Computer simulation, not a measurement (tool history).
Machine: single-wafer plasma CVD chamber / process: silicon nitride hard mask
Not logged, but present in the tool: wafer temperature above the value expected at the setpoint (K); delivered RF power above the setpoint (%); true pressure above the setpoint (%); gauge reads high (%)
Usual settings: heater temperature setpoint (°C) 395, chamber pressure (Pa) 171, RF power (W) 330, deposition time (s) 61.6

run,day,heater temperature setpoint (°C),chamber pressure (Pa),RF power (W),deposition time (s),wafers since the last listed run,hours since the last thermocouple change,hours since the last RF generator calibration,hours since the last manometer calibration,hours since the showerhead was replaced,hours since the gauge calibration,"read-back reference wafer on the same gauge, thickness_nm",mean film thickness on the monitor wafer (nm)
1,0,395,144,330,56.8,0,2159.7,2599.4,1974,3783.7,326.3,64.688,58.764
2,0.546,395,171,330,61.6,296,2172.8,2612.5,1987.1,3796.8,339.4,64.724,67.468
3,1.225,395,171,330,61.6,369,2189.1,2628.8,2003.4,3813.1,355.7,64.608,67.499
4,1.817,395,171,330,61.6,321,2203.3,2643,2017.6,3827.3,369.9,64.652,67.57
5,2.304,395,171,330,68.7,264,2215,2654.7,2029.3,3839,381.6,64.683,74.965
# day 2.888: RF generator calibrated
6,2.942,395,171,330,68.7,165,2230.3,1.3,2044.6,3854.3,396.9,64.718,74.511
7,3.442,395,171,330,68.7,271,2242.3,13.3,2056.6,3866.3,408.9,64.707,75.163
8,3.896,395,151,330,61.6,246,2253.2,24.2,2067.5,3877.2,419.8,64.74,64.001
# day 3.988: gauge calibrated
9,4.196,395,151,330,61.6,163,2260.4,31.4,2074.7,3884.4,5,64.647,64.58
10,4.721,395,171,330,65.3,285,2273,44,2087.3,3897,17.6,64.741,71.997
11,5.304,395,171,330,61.6,317,2287,58,2101.3,3911,31.6,64.688,67.092
# day 5.829: thermocouple changed; heater temperature recalibrated
12,5.85,387,212,355,61.6,115,0.5,71.1,2114.4,3924.1,44.7,64.7,75.906
13,6.271,395,171,330,68.7,228,10.6,81.2,2124.5,3934.2,54.8,64.679,74.721
14,6.975,395,171,330,61.6,382,27.5,98.1,2141.4,3951.1,71.7,64.656,66.92
# day 7.8: showerhead replaced
15,7.821,401,171,330,61.6,278,47.8,118.4,2161.7,0.5,92,64.735,66.753
16,7.833,395,171,330,61.6,6,48.1,118.7,2162,0.8,92.3,64.708,66.924
17,8.175,386,144,275,67,185,56.3,126.9,2170.2,9,100.5,64.7,59.895
18,8.525,389,153,375,52.8,190,64.7,135.3,2178.6,17.4,108.9,64.725,61.097
19,9.008,395,153,295,66.8,262,76.3,146.9,2190.2,29,120.5,64.675,64.652
# day 9.4: capacitance manometer re-zeroed and calibrated
20,9.521,395,171,330,61.6,97,88.6,159.2,2.9,41.3,132.8,64.72,67.249
21,10.183,395,152,295,61.6,360,104.5,175.1,18.8,57.2,148.7,64.741,59.056
22,10.642,408,136,330,57.6,249,115.5,186.1,29.8,68.2,159.7,64.644,58.08
23,10.971,395,171,330,61.6,178,123.4,194,37.7,76.1,167.6,64.7,67.342
24,11.45,395,128,285,52.6,260,134.9,205.5,49.2,87.6,179.1,64.736,46.377
25,12.021,389,171,330,56.5,310,148.6,219.2,62.9,101.3,192.8,64.719,61.994
26,12.383,395,141,380,61.6,197,157.3,227.9,71.6,110,201.5,64.731,70.279
27,13.008,409,171,330,61.6,339,172.3,242.9,86.6,125,216.5,64.749,66.109
28,13.717,395,171,360,61.6,384,189.3,259.9,103.6,142,233.5,64.789,71.641

Below are 5 alternative next runs, each starting from the tool's condition after run 28. Predict each:
A,13.733,383,171,330,61.6,9,189.7,260.3,104,142.4,233.9,?,?
B,13.733,384,171,290,56.8,9,189.7,260.3,104,142.4,233.9,?,?
C,13.733,405,171,365,70.9,9,189.7,260.3,104,142.4,233.9,?,?
D,13.733,383,171,370,61.6,9,189.7,260.3,104,142.4,233.9,?,?
E,13.733,406,171,330,54.9,9,189.7,260.3,104,142.4,233.9,?,?

run,"read-back reference wafer on the same gauge, thickness_nm",mean film thickness on the monitor wafer (nm)
A,64.727,67.442
B,64.727,55.995
C,64.727,82.991
D,64.727,73.448
E,64.727,59.606
The same runs, with their run-to-run variation unchanged, on a tool lacking any hidden condition would have given:
run,mean film thickness on the monitor wafer (nm)
A,67.442
B,55.995
C,82.991
D,73.448
E,59.606
